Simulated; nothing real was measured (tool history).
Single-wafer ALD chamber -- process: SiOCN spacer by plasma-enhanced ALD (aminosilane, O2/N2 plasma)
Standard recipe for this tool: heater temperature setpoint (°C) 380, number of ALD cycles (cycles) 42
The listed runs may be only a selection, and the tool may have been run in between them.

| run | hour | heater temperature setpoint (°C) | number of ALD cycles (cycles) | wafers since the last listed run | hours since the last thermocouple change | hours since the gauge calibration | read-back reference wafer on the same gauge, thickness_nm | mean film thickness on the monitor wafer (Å) |
|---|---|---|---|---|---|---|---|---|
| 1 | 0 | 380 | 42 | 0 | 1081.7 | 202.3 | 2.957 | 27.02 |
| 2 | 12.4 | 380 | 42 | 89 | 1094.1 | 214.7 | 2.956 | 27.19 |
|  | 12.9 | gauge calibrated |
| 3 | 39.3 | 380 | 42 | 195 | 1121 | 26.4 | 2.976 | 27.33 |
| 4 | 64.3 | 380 | 42 | 181 | 1146 | 51.4 | 2.97 | 27.35 |
| 5 | 76.5 | 385 | 42 | 88 | 1158.2 | 63.6 | 2.969 | 27.23 |
| 6 | 104.6 | 387 | 38 | 203 | 1186.3 | 91.7 | 2.965 | 24.47 |
| 7 | 131.1 | 387 | 38 | 192 | 1212.8 | 118.2 | 2.962 | 24.48 |
| 8 | 144.5 | 380 | 42 | 97 | 1226.2 | 131.6 | 2.962 | 27.18 |
| 9 | 169.1 | 373 | 50 | 178 | 1250.8 | 156.2 | 2.961 | 32.23 |
| 10 | 191 | 390 | 47 | 158 | 1272.7 | 178.1 | 2.957 | 30.31 |
|  | 213.5 | gauge calibrated |
| 11 | 225.1 | 372 | 37 | 247 | 1306.8 | 11.6 | 2.99 | 24.19 |
|  | 259.1 | thermocouple changed; heater temperature recalibrated |
| 12 | 300.6 | 387 | 47 | 489 | 41.5 | 87.1 | 2.974 | 30.52 |
| 13 | 332.6 | 387 | 38 | 232 | 73.5 | 119.1 | 2.971 | 24.54 |
| 14 | 367.1 | 380 | 42 | 250 | 108 | 153.6 | 2.968 | 27.31 |
| 15 | 380.6 | 367 | 47 | 97 | 121.5 | 167.1 | 2.969 | 30.56 |
|  | 408.9 | gauge calibrated |
| 16 | 413.2 | 380 | 37 | 236 | 154.1 | 4.3 | 2.99 | 24.09 |
| 17 | 444 | 380 | 42 | 223 | 184.9 | 35.1 | 2.98 | 27.44 |

Branching from run 17: 3 alternative next runs. What would each branch give?
| A | 444.5 | 380 | 42 | 3 | 185.4 | 35.6 | ? | ? |
| B | 444.5 | 394 | 42 | 3 | 185.4 | 35.6 | ? | ? |
| C | 444.5 | 371 | 42 | 3 | 185.4 | 35.6 | ? | ? |

| run | read-back reference wafer on the same gauge, thickness_nm | mean film thickness on the monitor wafer (Å) |
|---|---|---|
| A | 2.98 | 27.36 |
| B | 2.98 | 27.36 |
| C | 2.98 | 27.36 |
With the hidden condition removed and each run's random variation left untouched, the same runs would have given:
| run | mean film thickness on the monitor wafer (Å) |
|---|---|
| A | 27.45 |
| B | 27.45 |
| C | 27.45 |
